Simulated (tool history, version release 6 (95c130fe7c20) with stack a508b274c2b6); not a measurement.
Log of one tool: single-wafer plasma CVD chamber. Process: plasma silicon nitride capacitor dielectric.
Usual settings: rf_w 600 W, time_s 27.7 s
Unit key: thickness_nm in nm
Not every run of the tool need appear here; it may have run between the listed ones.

| run | hour | rf_w | time_s | wafers since the last listed run | hours since the last RF generator calibration | hours since the showerhead was replaced | hours since the gauge calibration | read-back reference wafer on the same gauge, thickness_nm | thickness_nm |
|---|---|---|---|---|---|---|---|---|---|
| 1 | 0 | 600 | 27.7 | 0 | 1150 | 4045.1 | 152.3 | 41.882 | 46.195 |
| 2 | 17.8 | 600 | 27.7 | 399 | 1167.8 | 4062.9 | 170.1 | 41.842 | 45.88 |
| 3 | 26.4 | 560 | 27.7 | 192 | 1176.4 | 4071.5 | 178.7 | 41.927 | 44.437 |
| 4 | 42.6 | 560 | 27.7 | 363 | 1192.6 | 4087.7 | 194.9 | 41.907 | 44.346 |
| 5 | 60.3 | 600 | 27.7 | 396 | 1210.3 | 4105.4 | 212.6 | 41.904 | 45.658 |
| 6 | 69 | 600 | 27.7 | 195 | 1219 | 4114.1 | 221.3 | 41.937 | 45.73 |
| 7 | 75.8 | 600 | 27.7 | 152 | 1225.8 | 4120.9 | 228.1 | 41.929 | 45.982 |
| 8 | 83.7 | 650 | 27.7 | 177 | 1233.7 | 4128.8 | 236 | 41.944 | 47.626 |
| 9 | 95 | 650 | 27.7 | 253 | 1245 | 4140.1 | 247.3 | 41.859 | 47.425 |
| 10 | 112.6 | 600 | 27.7 | 394 | 1262.6 | 4157.7 | 264.9 | 41.869 | 45.739 |
| 11 | 127.5 | 600 | 27.7 | 334 | 1277.5 | 4172.6 | 279.8 | 41.918 | 45.813 |
| 12 | 137.3 | 600 | 27.7 | 219 | 1287.3 | 4182.4 | 289.6 | 41.887 | 45.488 |
| 13 | 154.8 | 600 | 27.7 | 392 | 1304.8 | 4199.9 | 307.1 | 41.922 | 45.675 |
| 14 | 172.4 | 600 | 27.7 | 394 | 1322.4 | 4217.5 | 324.7 | 41.901 | 45.577 |
| 15 | 183.1 | 600 | 27.7 | 239 | 1333.1 | 4228.2 | 335.4 | 41.894 | 45.557 |
| 16 | 199.7 | 600 | 27.7 | 372 | 1349.7 | 4244.8 | 352 | 41.879 | 45.554 |
| 17 | 215.5 | 600 | 27.7 | 354 | 1365.5 | 4260.6 | 367.8 | 41.891 | 45.574 |
| 18 | 225 | 600 | 27.7 | 212 | 1375 | 4270.1 | 377.3 | 41.963 | 45.594 |
| 19 | 231.9 | 600 | 27.7 | 154 | 1381.9 | 4277 | 384.2 | 41.93 | 45.55 |
| 20 | 240.1 | 665 | 30.8 | 183 | 1390.1 | 4285.2 | 392.4 | 41.915 | 53.02 |
| 21 | 248.1 | 485 | 22.8 | 179 | 1398.1 | 4293.2 | 400.4 | 41.885 | 33.647 |
| 22 | 262.8 | 545 | 30 | 329 | 1412.8 | 4307.9 | 415.1 | 41.881 | 46.962 |
| 23 | 277.5 | 500 | 27.7 | 329 | 1427.5 | 4322.6 | 429.8 | 41.909 | 41.405 |
| 24 | 287 | 600 | 27.7 | 212 | 1437 | 4332.1 | 439.3 | 41.855 | 45.322 |
| 25 | 293.2 | 500 | 33 | 138 | 1443.2 | 4338.3 | 445.5 | 41.867 | 49.369 |
|  | 300.1 | gauge calibrated |
| 26 | 308 | 640 | 27.7 | 331 | 1458 | 4353.1 | 7.9 | 41.897 | 46.531 |
| 27 | 318.8 | 650 | 29.4 | 242 | 1468.8 | 4363.9 | 18.7 | 41.906 | 49.765 |
|  | 334.3 | showerhead replaced |
| 28 | 334.8 | 600 | 30.8 | 179 | 1484.8 | 0.5 | 34.7 | 41.909 | 50.222 |
|  | 347.3 | RF generator calibrated |
| 29 | 347.8 | 600 | 30.4 | 112 | 0.5 | 13.5 | 47.7 | 41.904 | 51.706 |
| 30 | 387.2 | 600 | 27.7 | 883 | 39.9 | 52.9 | 87.1 | 41.875 | 47.051 |
| 31 | 394.1 | 500 | 33 | 154 | 46.8 | 59.8 | 94 | 41.946 | 51.247 |
| 32 | 411.8 | 600 | 27.7 | 396 | 64.5 | 77.5 | 111.7 | 41.933 | 46.995 |
| 33 | 428.2 | 600 | 30.9 | 367 | 80.9 | 93.9 | 128.1 | 41.885 | 52.256 |
| 34 | 440 | 600 | 27.7 | 264 | 92.7 | 105.7 | 139.9 | 41.898 | 46.868 |
| 35 | 455.1 | 600 | 27.7 | 338 | 107.8 | 120.8 | 155 | 41.91 | 47.111 |
| 36 | 466.5 | 515 | 29.6 | 255 | 119.2 | 132.2 | 166.4 | 41.937 | 46.774 |

5 options for the next run, each taken on its own from the tool as it stands now. Forecast them:
| A | 466.9 | 600 | 27.7 | 8 | 119.6 | 132.6 | 166.8 | ? | ? |
| B | 466.9 | 715 | 25.2 | 8 | 119.6 | 132.6 | 166.8 | ? | ? |
| C | 466.9 | 600 | 23.7 | 8 | 119.6 | 132.6 | 166.8 | ? | ? |
| D | 466.9 | 485 | 29.9 | 8 | 119.6 | 132.6 | 166.8 | ? | ? |
| E | 466.9 | 600 | 23.3 | 8 | 119.6 | 132.6 | 166.8 | ? | ? |

| run | read-back reference wafer on the same gauge, thickness_nm | thickness_nm |
|---|---|---|
| A | 41.887 | 47.027 |
| B | 41.887 | 46.268 |
| C | 41.887 | 40.237 |
| D | 41.887 | 45.646 |
| E | 41.887 | 39.557 |
Stripped of hidden state, with their random variation kept, the same runs would have yielded:
| run | thickness_nm |
|---|---|
| A | 47.174 |
| B | 46.412 |
| C | 40.362 |
| D | 45.788 |
| E | 39.681 |
